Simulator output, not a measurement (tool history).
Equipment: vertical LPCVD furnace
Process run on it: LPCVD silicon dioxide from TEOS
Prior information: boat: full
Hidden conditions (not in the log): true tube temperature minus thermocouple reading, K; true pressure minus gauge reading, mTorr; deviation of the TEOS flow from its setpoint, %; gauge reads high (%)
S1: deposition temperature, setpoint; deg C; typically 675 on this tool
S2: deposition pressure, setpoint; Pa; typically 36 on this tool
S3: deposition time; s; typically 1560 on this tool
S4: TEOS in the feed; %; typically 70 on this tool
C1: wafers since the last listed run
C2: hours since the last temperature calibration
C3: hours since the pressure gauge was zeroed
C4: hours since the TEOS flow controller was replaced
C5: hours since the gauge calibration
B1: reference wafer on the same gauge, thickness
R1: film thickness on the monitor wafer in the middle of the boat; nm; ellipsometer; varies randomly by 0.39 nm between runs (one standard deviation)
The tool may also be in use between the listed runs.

Run 1, day 0: usual settings but S4 79 %; C1 0; C2 3639.3; C3 3725.8; C4 3287.7; C5 1457.1; B1 95.27. Result: R1 101.96 nm.
Run 2, day 3.742: usual settings but S4 79 %; C1 1896; C2 3729.1; C3 3815.6; C4 3377.5; C5 1546.9; B1 95.12. Result: R1 100.92 nm.
Run 3, day 7.104: usual settings but S3 1890 s; C1 1704; C2 3809.8; C3 3896.3; C4 3458.2; C5 1627.6; B1 95.03. Result: R1 115.49 nm.
Run 4, day 10.354: usual settings but S3 1890 s; C1 1647; C2 3887.8; C3 3974.3; C4 3536.2; C5 1705.6; B1 95.14. Result: R1 115.14 nm.
Run 5, day 14.317: usual settings; C1 2008; C2 3982.9; C3 4069.4; C4 3631.3; C5 1800.7; B1 95.06. Result: R1 94.75 nm.
At day 16.292: pressure gauge zeroed.
At day 16.825: TEOS flow controller replaced.
Run 6, day 17.688: usual settings; C1 930; C2 4063.8; C3 33.5; C4 20.7; C5 1881.6; B1 95.18. Result: R1 97.6 nm.
Run 7, day 19.225: usual settings; C1 779; C2 4100.7; C3 70.4; C4 57.6; C5 1918.5; B1 95.18. Result: R1 97.41 nm.
Run 8, day 20.95: usual settings; C1 874; C2 4142.1; C3 111.8; C4 99; C5 1959.9; B1 95.08. Result: R1 96.47 nm.
Run 9, day 24.512: usual settings; C1 1805; C2 4227.6; C3 197.3; C4 184.5; C5 2045.4; B1 95.03. Result: R1 97.41 nm.
Run 10, day 26.225: usual settings but S3 1770 s; C1 867; C2 4268.7; C3 238.4; C4 225.6; C5 2086.5; B1 95.05. Result: R1 110.25 nm.
Run 11, day 28.583: usual settings; C1 1195; C2 4325.3; C3 295; C4 282.2; C5 2143.1; B1 95.01. Result: R1 96.99 nm.
Run 12, day 30.133: usual settings; C1 785; C2 4362.5; C3 332.2; C4 319.4; C5 2180.3; B1 95.04. Result: R1 97.2 nm.
Run 13, day 33.138: usual settings; C1 1522; C2 4434.6; C3 404.3; C4 391.5; C5 2252.4; B1 95.2. Result: R1 96.88 nm.
Run 14, day 35.804: usual settings; C1 1351; C2 4498.6; C3 468.3; C4 455.5; C5 2316.4; B1 95.13. Result: R1 97.18 nm.
Run 15, day 44.108: usual settings but S1 664 deg C, S2 38.7 Pa, S4 75 %; C1 4208; C2 4697.9; C3 667.6; C4 654.8; C5 2515.7; B1 95.17. Result: R1 79.72 nm.
Run 16, day 47.712: usual settings; C1 1826; C2 4784.4; C3 754.1; C4 741.3; C5 2602.2; B1 95.1. Result: R1 96.86 nm.
Run 17, day 50.929: usual settings but S1 664 deg C; C1 1630; C2 4861.6; C3 831.3; C4 818.5; C5 2679.4; B1 94.94. Result: R1 73.85 nm.
At day 52.521: gauge calibrated.
At day 52.954: thermocouples replaced and temperature profile calibrated.
Run 18, day 54.121: usual settings; C1 1110; C2 28; C3 907.9; C4 895.1; C5 38.4; B1 95.12. Result: R1 94.1 nm.
Run 19, day 57.642: usual settings but S1 668 deg C, S3 2010 s; C1 1784; C2 112.5; C3 992.4; C4 979.6; C5 122.9; B1 95.09. Result: R1 103.16 nm.
Run 20, day 61.696: usual settings but S3 1770 s; C1 2054; C2 209.8; C3 1089.7; C4 1076.9; C5 220.2; B1 95.19. Result: R1 107.49 nm.
Run 21, day 63.579: usual settings but S1 670 deg C, S3 2070 s; C1 954; C2 255; C3 1134.9; C4 1122.1; C5 265.4; B1 95.14. Result: R1 111.69 nm.
Run 22, day 65.579: usual settings but S3 1170 s; C1 1013; C2 303; C3 1182.9; C4 1170.1; C5 313.4; B1 95.06. Result: R1 71.16 nm.
Run 23, day 68.283: usual settings but S1 678 deg C, S4 76 %; C1 1370; C2 367.9; C3 1247.8; C4 1235; C5 378.3; B1 95.13. Result: R1 106.71 nm.
Run 24, day 69.883: usual settings but S1 686 deg C, S2 28 Pa, S4 59 %; C1 810; C2 406.3; C3 1286.2; C4 1273.4; C5 416.7; B1 94.98. Result: R1 100.23 nm.
Run 25, day 71.721: usual settings but S2 38.7 Pa, S3 1980 s; C1 931; C2 450.4; C3 1330.3; C4 1317.5; C5 460.8; B1 95.03. Result: R1 125.18 nm.
Run 26, day 73.775: usual settings but S2 30.7 Pa, S4 78 %; C1 1041; C2 499.7; C3 1379.6; C4 1366.8; C5 510.1; B1 95.26. Result: R1 92.47 nm.
Run 27, day 77.096: usual settings but S1 665 deg C, S2 38.7 Pa; C1 1683; C2 579.4; C3 1459.3; C4 1446.5; C5 589.8; B1 95.02. Result: R1 76.76 nm.
Run 28, day 79.462: usual settings; C1 1199; C2 636.2; C3 1516.1; C4 1503.3; C5 646.6; B1 95.1. Result: R1 95.28 nm.
Run 29, day 81.662: usual settings but S1 670 deg C, S2 28.7 Pa, S3 2130 s, S4 78 %; C1 1115; C2 689; C3 1568.9; C4 1556.1; C5 699.4; B1 95.1. Result: R1 109.12 nm.
Run 30, day 85.946: usual settings but S1 683 deg C; C1 2170; C2 791.8; C3 1671.7; C4 1658.9; C5 802.2; B1 95.1. Result: R1 116.47 nm.
Run 31, day 90.183: usual settings; C1 2147; C2 893.5; C3 1773.4; C4 1760.6; C5 903.9; B1 95.13. Result: R1 95.99 nm.
Run 32, day 92.642: usual settings; C1 1245; C2 952.5; C3 1832.4; C4 1819.6; C5 962.9; B1 95.14. Result: R1 95.13 nm.

What if the next run were any one of these 3? Each begins from the tool's condition after run 32:
Run A, day 92.821: usual settings; C1 90; C2 956.8; C3 1836.7; C4 1823.9; C5 967.2; B1 ?. Result: R1 ?.
Run B, day 92.821: usual settings but S2 27.3 Pa, S3 960 s, S4 83 %; C1 90; C2 956.8; C3 1836.7; C4 1823.9; C5 967.2; B1 ?. Result: R1 ?.
Run C, day 92.821: usual settings but S1 684 deg C, S3 2160 s; C1 90; C2 956.8; C3 1836.7; C4 1823.9; C5 967.2; B1 ?. Result: R1 ?.

run     B1      R1
  A  94.98    95.1
  B  94.98   55.39
  C  94.98  163.78
With no hidden state in the tool, these same runs would have given:
run      R1
  A   94.17
  B   54.99
  C  162.24

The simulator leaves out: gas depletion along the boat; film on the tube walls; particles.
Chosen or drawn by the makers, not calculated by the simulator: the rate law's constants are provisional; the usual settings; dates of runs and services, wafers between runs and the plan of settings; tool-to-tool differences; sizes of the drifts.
